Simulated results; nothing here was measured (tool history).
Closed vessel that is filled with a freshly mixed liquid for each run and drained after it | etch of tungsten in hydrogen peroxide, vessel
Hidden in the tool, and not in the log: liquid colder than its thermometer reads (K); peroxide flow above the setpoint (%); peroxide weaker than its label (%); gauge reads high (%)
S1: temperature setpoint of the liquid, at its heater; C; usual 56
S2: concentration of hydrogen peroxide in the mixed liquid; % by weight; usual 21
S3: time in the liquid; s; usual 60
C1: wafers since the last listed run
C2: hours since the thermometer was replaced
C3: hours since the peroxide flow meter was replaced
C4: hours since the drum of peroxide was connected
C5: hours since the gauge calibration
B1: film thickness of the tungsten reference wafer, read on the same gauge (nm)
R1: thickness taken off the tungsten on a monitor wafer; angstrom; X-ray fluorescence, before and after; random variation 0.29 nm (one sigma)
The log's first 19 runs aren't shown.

run 20 hour=831.5 | S1=51.5 S2=21 S3=35 | C1=5670 C2=140.6 C3=42 C4=506.4 C5=1026.9 | B1=40.02 | R1=361.2
run 21 hour=859.6 | S1=46 S2=18.5 S3=30 | C1=3934 C2=168.7 C3=70.1 C4=534.5 C5=1055 | B1=40.02 | R1=205.9
run 22 hour=915 | S1=62.5 S2=15.5 S3=95 | C1=7757 C2=224.1 C3=125.5 C4=589.9 C5=1110.4 | B1=39.99 | R1=1589
run 23 hour=943.3 | S1=56 S2=21 S3=60 | C1=3962 C2=252.4 C3=153.8 C4=618.2 C5=1138.7 | B1=39.97 | R1=812.3
-- hour=983.2 gauge calibrated
run 24 hour=1007.7 | S1=56 S2=21 S3=60 | C1=9017 C2=316.8 C3=218.2 C4=682.6 C5=24.5 | B1=40.04 | R1=808.8
run 25 hour=1042.8 | S1=59.5 S2=26.5 S3=60 | C1=4914 C2=351.9 C3=253.3 C4=717.7 C5=59.6 | B1=40.02 | R1=1111.2
run 26 hour=1094.4 | S1=56 S2=25 S3=40 | C1=7225 C2=403.5 C3=304.9 C4=769.3 C5=111.2 | B1=39.97 | R1=587.2
run 27 hour=1148.6 | S1=52.5 S2=21 S3=85 | C1=7589 C2=457.7 C3=359.1 C4=823.5 C5=165.4 | B1=39.98 | R1=931.8
run 28 hour=1178 | S1=56 S2=25 S3=40 | C1=4116 C2=487.1 C3=388.5 C4=852.9 C5=194.8 | B1=39.96 | R1=582.2
-- hour=1182.2 peroxide flow meter replaced
run 29 hour=1207.8 | S1=52 S2=21 S3=60 | C1=4032 C2=516.9 C3=25.6 C4=882.7 C5=224.6 | B1=40.01 | R1=636.9
run 30 hour=1253.2 | S1=52 S2=21 S3=45 | C1=6356 C2=562.3 C3=71 C4=928.1 C5=270 | B1=40.02 | R1=476.6
-- hour=1255.2 new drum of peroxide connected
run 31 hour=1304.2 | S1=53 S2=22.5 S3=60 | C1=7001 C2=613.3 C3=122 C4=49 C5=321 | B1=40.03 | R1=700.7

3 ways to go on from here, each from the tool as it stands after run 31. What would each give?
run A hour=1304.9 | S1=51 S2=21 S3=60 | C1=98 C2=614 C3=122.7 C4=49.7 C5=321.7 | B1=? | R1=?
run B hour=1304.9 | S1=56 S2=25.5 S3=60 | C1=98 C2=614 C3=122.7 C4=49.7 C5=321.7 | B1=? | R1=?
run C hour=1304.9 | S1=63.5 S2=25.5 S3=35 | C1=98 C2=614 C3=122.7 C4=49.7 C5=321.7 | B1=? | R1=?

run=A B1=40.02 R1=592.9
run=B B1=40.02 R1=881.2
run=C B1=40.02 R1=791.8
Without the tool's hidden state the same runs would have given:
run=A R1=592.9
run=B R1=881.2
run=C R1=791.8

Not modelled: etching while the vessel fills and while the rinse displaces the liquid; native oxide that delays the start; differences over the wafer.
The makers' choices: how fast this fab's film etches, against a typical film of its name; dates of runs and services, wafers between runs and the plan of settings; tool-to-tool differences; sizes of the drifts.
